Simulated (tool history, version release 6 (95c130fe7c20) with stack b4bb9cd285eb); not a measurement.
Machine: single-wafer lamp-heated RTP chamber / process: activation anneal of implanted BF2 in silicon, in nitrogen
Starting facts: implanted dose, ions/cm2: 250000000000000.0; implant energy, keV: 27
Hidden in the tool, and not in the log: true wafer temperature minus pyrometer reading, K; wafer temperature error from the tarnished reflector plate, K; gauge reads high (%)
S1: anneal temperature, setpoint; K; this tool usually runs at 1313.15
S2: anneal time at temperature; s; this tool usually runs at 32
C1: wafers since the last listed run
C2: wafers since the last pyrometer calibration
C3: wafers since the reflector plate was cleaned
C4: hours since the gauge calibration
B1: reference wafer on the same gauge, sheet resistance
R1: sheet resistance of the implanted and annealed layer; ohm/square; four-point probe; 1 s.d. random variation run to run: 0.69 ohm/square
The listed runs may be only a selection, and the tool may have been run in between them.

run 1 day=0 | S1=1313.15 S2=32 | C1=0 C2=77 C3=1642 C4=106.1 | B1=520.05 | R1=460.79
run 2 day=3.992 | S1=1300.15 S2=24 | C1=1128 C2=1206 C3=2771 C4=201.9 | B1=519.91 | R1=465.25
run 3 day=5.638 | S1=1300.15 S2=24 | C1=465 C2=1671 C3=3237 C4=241.4 | B1=520.19 | R1=464.78
-- day=8.604 pyrometer window cleaned and pyrometer calibrated
run 4 day=8.933 | S1=1313.15 S2=32 | C1=837 C2=92 C3=4075 C4=320.5 | B1=519.94 | R1=461.78
-- day=11.079 reflector plate cleaned
run 5 day=12.125 | S1=1313.15 S2=32 | C1=808 C2=900 C3=295 C4=397.1 | B1=520.1 | R1=459.82
run 6 day=15.083 | S1=1313.15 S2=32 | C1=836 C2=1737 C3=1132 C4=468.1 | B1=520 | R1=460.12
-- day=18.267 pyrometer window cleaned and pyrometer calibrated
run 7 day=18.288 | S1=1313.15 S2=32 | C1=811 C2=5 C3=1944 C4=545 | B1=519.84 | R1=460.66
run 8 day=22.492 | S1=1313.15 S2=32 | C1=1189 C2=1195 C3=3133 C4=645.9 | B1=519.95 | R1=460.94
run 9 day=26.479 | S1=1286.15 S2=22 | C1=1127 C2=2322 C3=4260 C4=741.6 | B1=520.21 | R1=467.62
-- day=28.4 gauge calibrated
-- day=28.512 pyrometer window cleaned and pyrometer calibrated
run 10 day=28.596 | S1=1313.15 S2=32 | C1=504 C2=23 C3=4765 C4=4.7 | B1=519.99 | R1=461.29
-- day=30.146 reflector plate cleaned
run 11 day=30.967 | S1=1333.15 S2=20 | C1=576 C2=599 C3=232 C4=61.6 | B1=519.63 | R1=461.73
run 12 day=32.792 | S1=1325.15 S2=13 | C1=516 C2=1115 C3=748 C4=105.4 | B1=520.18 | R1=466.69
run 13 day=35.842 | S1=1300.15 S2=42 | C1=862 C2=1978 C3=1611 C4=178.6 | B1=520.14 | R1=458.43
-- day=39.871 pyrometer window cleaned and pyrometer calibrated
run 14 day=40.188 | S1=1289.15 S2=32 | C1=1134 C2=89 C3=2746 C4=282.9 | B1=520.17 | R1=464.18
-- day=51.167 reflector plate cleaned
-- day=51.633 pyrometer window cleaned and pyrometer calibrated
run 15 day=52.129 | S1=1324.15 S2=45 | C1=3188 C2=140 C3=177 C4=569.5 | B1=519.92 | R1=453.68

Each row is a separate what-if for the run after 15, all from the same tool condition, not one after another. Results?
run A day=52.146 | S1=1313.15 S2=49 | C1=4 C2=144 C3=182 C4=569.9 | B1=? | R1=?
run B day=52.146 | S1=1323.15 S2=49 | C1=4 C2=144 C3=182 C4=569.9 | B1=? | R1=?
run C day=52.146 | S1=1313.15 S2=20 | C1=4 C2=144 C3=182 C4=569.9 | B1=? | R1=?
run D day=52.146 | S1=1313.15 S2=46 | C1=4 C2=144 C3=182 C4=569.9 | B1=? | R1=?

run=A B1=519.81 R1=455.42
run=B B1=519.81 R1=452.58
run=C B1=519.81 R1=465.8
run=D B1=519.81 R1=456.33
What these runs would have given with no unlogged condition in the tool:
run=A R1=455.93
run=B R1=453.12
run=C R1=466.05
run=D R1=456.82

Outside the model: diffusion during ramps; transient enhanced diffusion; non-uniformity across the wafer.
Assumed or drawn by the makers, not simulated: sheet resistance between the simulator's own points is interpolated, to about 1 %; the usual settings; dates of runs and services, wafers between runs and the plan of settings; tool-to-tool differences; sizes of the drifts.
